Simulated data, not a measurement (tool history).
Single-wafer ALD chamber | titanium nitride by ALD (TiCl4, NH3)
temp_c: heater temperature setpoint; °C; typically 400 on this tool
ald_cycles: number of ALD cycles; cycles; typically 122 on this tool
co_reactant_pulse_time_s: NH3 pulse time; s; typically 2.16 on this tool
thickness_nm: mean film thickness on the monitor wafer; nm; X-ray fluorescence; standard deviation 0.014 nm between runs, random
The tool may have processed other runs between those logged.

run    hour  temp_c  ald_cycles  co_reactant_pulse_time_s  read-back reference wafer on the same gauge, thickness_nm  thickness_nm
  1     0.0     400         122                      2.16                                                      2.450         2.618
  2    86.6     400         122                      2.16                                                      2.453         2.599
  3   149.3     400         122                      2.16                                                      2.450         2.602
      186.8  -- gauge calibrated
  4   255.4     400         122                      2.16                                                      2.451         2.621
  5   304.0     400         122                      2.16                                                      2.447         2.619
  6   617.5     400         122                      2.16                                                      2.453         2.615
  7   684.6     400         122                      2.16                                                      2.450         2.613
  8   721.6     400         122                      2.16                                                      2.445         2.627
  9   824.3     400         122                      2.16                                                      2.451         2.589
 10   896.2     400         122                      2.16                                                      2.444         2.627
 11   984.4     400         122                      2.72                                                      2.448         2.629
 12  1048.8     400         122                      2.16                                                      2.449         2.621
 13  1095.1     393         122                      2.16                                                      2.453         2.613
 14  1158.2     400         122                      2.16                                                      2.451         2.577
     1179.0  -- showerhead replaced
 15  1251.3     389         138                      2.93                                                      2.449         2.968
 16  1411.3     400         122                      2.16                                                      2.452         2.612
 17  1467.5     411         122                      2.16                                                      2.450         2.625
 18  1563.6     413         146                      2.54                                                      2.446         3.144

Forecast run 19:
 19  1662.2     400         122                      2.16                                                          ?             ?

{"run 19": {"read-back reference wafer on the same gauge, thickness_nm": 2.446, "thickness_nm": 2.603}}
Take away the tool's hidden state, keep the run-to-run variation as it was, and the same run would have given thickness_nm 2.603 nm.
